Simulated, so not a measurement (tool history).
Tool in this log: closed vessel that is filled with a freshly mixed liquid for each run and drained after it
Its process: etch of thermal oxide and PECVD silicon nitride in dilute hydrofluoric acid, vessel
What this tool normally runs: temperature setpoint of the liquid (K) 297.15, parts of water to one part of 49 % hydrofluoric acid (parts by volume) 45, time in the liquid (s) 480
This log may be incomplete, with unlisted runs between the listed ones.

| run | hour | temperature setpoint of the liquid (K) | parts of water to one part of 49 % hydrofluoric acid (parts by volume) | time in the liquid (s) | read-back film thickness of the thermal oxide reference wafer, read on the same gauge (nm) | read-back film thickness of the PECVD silicon nitride reference wafer, read on the same gauge (nm) | thickness taken off the thermal oxide on a monitor wafer (angstrom) | thickness taken off the PECVD silicon nitride on a monitor wafer (angstrom) |
|---|---|---|---|---|---|---|---|---|
| 1 | 0 | 298.15 | 45 | 480 | 109.98 | 99.95 | 620.2 | 288.8 |
| 2 | 48.6 | 297.15 | 45 | 255 | 110.02 | 100.01 | 312.8 | 143.3 |
| 3 | 74 | 297.15 | 45 | 255 | 109.99 | 100.03 | 318 | 142.5 |
| 4 | 116.8 | 297.15 | 60 | 225 | 110 | 99.98 | 206.5 | 97.5 |
|  | 153.6 | hydrofluoric acid flow meter replaced |
| 5 | 170 | 297.15 | 45 | 480 | 110.06 | 100.01 | 626.9 | 284.3 |
| 6 | 248.3 | 297.15 | 45 | 480 | 110.05 | 100.03 | 619.8 | 277.7 |
| 7 | 305 | 297.15 | 45 | 590 | 110.03 | 100.04 | 766.5 | 344.3 |
| 8 | 359.4 | 295.65 | 55 | 340 | 110.05 | 100.03 | 331.5 | 147.8 |
| 9 | 399.3 | 300.15 | 45 | 480 | 109.97 | 99.99 | 712.9 | 340.1 |
| 10 | 440.4 | 294.15 | 45 | 480 | 110.01 | 100.01 | 554 | 230.1 |
| 11 | 506.8 | 297.15 | 45 | 555 | 110 | 100.02 | 728.3 | 333.5 |
|  | 545.2 | hydrofluoric acid flow meter replaced, repeated, since the last time left the tool worse |
| 12 | 575.1 | 294.65 | 40 | 480 | 110.01 | 99.96 | 588.6 | 244.8 |
| 13 | 626.5 | 297.15 | 45 | 480 | 109.96 | 100.02 | 575.6 | 262.2 |
| 14 | 698.1 | 299.65 | 55 | 480 | 110.01 | 99.99 | 504.7 | 252.9 |
|  | 721 | thermometer replaced |
| 15 | 758.8 | 302.15 | 45 | 480 | 110.05 | 99.95 | 700.8 | 364.9 |
|  | 808.7 | gauge calibrated |
| 16 | 825.1 | 297.15 | 45 | 480 | 110 | 100 | 581.1 | 263.2 |
| 17 | 889.4 | 298.65 | 40 | 200 | 110.02 | 100.01 | 289.2 | 134.1 |
| 18 | 937.9 | 298.65 | 55 | 405 | 110 | 99.96 | 424.4 | 200.5 |
| 19 | 995.4 | 297.15 | 45 | 480 | 109.96 | 100.01 | 573.8 | 259.8 |
| 20 | 1062.8 | 293.15 | 45 | 480 | 110 | 99.97 | 490 | 203.8 |
| 21 | 1117.1 | 297.15 | 45 | 480 | 109.96 | 99.98 | 576.9 | 263.3 |
| 22 | 1167.6 | 297.15 | 25 | 665 | 109.99 | 100.03 | 1489.5 | 657 |
| 23 | 1204.8 | 297.15 | 45 | 480 | 110 | 100.01 | 593.9 | 260.3 |
| 24 | 1266.6 | 299.15 | 35 | 570 | 110.03 | 99.99 | 990.4 | 467.2 |
| 25 | 1336.4 | 297.15 | 45 | 480 | 109.97 | 100.01 | 594.7 | 267.9 |

Branching from run 25: 4 alternative next runs. What would each branch give?
| A | 1337.2 | 297.15 | 45 | 480 | ? | ? | ? | ? |
| B | 1337.2 | 297.15 | 45 | 195 | ? | ? | ? | ? |
| C | 1337.2 | 294.65 | 25 | 705 | ? | ? | ? | ? |
| D | 1337.2 | 297.15 | 35 | 190 | ? | ? | ? | ? |

| run | read-back film thickness of the thermal oxide reference wafer, read on the same gauge (nm) | read-back film thickness of the PECVD silicon nitride reference wafer, read on the same gauge (nm) | thickness taken off the thermal oxide on a monitor wafer (angstrom) | thickness taken off the PECVD silicon nitride on a monitor wafer (angstrom) |
|---|---|---|---|---|
| A | 110.02 | 99.97 | 591.1 | 268.1 |
| B | 110.02 | 99.97 | 240.1 | 108.9 |
| C | 110.02 | 99.97 | 1442.7 | 585.8 |
| D | 110.02 | 99.97 | 304.7 | 135.5 |
Without the tool's hidden state the same runs would have given:
| run | thickness taken off the thermal oxide on a monitor wafer (angstrom) | thickness taken off the PECVD silicon nitride on a monitor wafer (angstrom) |
|---|---|---|
| A | 570 | 259.3 |
| B | 231.6 | 105.3 |
| C | 1392.2 | 566.8 |
| D | 294 | 131.1 |
